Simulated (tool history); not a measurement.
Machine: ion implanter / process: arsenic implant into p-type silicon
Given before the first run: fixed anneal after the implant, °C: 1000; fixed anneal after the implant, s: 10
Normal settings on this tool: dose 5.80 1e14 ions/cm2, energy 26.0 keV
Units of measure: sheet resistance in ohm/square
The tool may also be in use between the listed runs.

run,hour,dose,energy,"read-back reference wafer on the same gauge, sheet resistance",sheet resistance
1,0.0,5.80,26.0,179.01,193.75
2,33.3,5.80,26.0,178.94,193.15
3,68.0,5.80,26.0,179.11,193.75
4,103.2,5.80,26.0,178.86,194.46
5,128.2,5.80,26.0,178.89,194.55
6,163.6,5.80,26.0,179.02,194.19
7,199.4,5.80,26.0,178.95,194.32
# hour 208.5: extraction supply calibrated
# hour 228.9: Faraday cup replaced and dose calibrated
8,229.4,7.46,20.5,179.13,172.77

What does the tool deliver on the next run?
9,245.6,5.08,30.0,?,?

read-back reference wafer on the same gauge, sheet resistance: 178.96
sheet resistance: 209.13 ohm/square
The same run, on a tool lacking any hidden state, would have yielded sheet resistance 209.13 ohm/square.
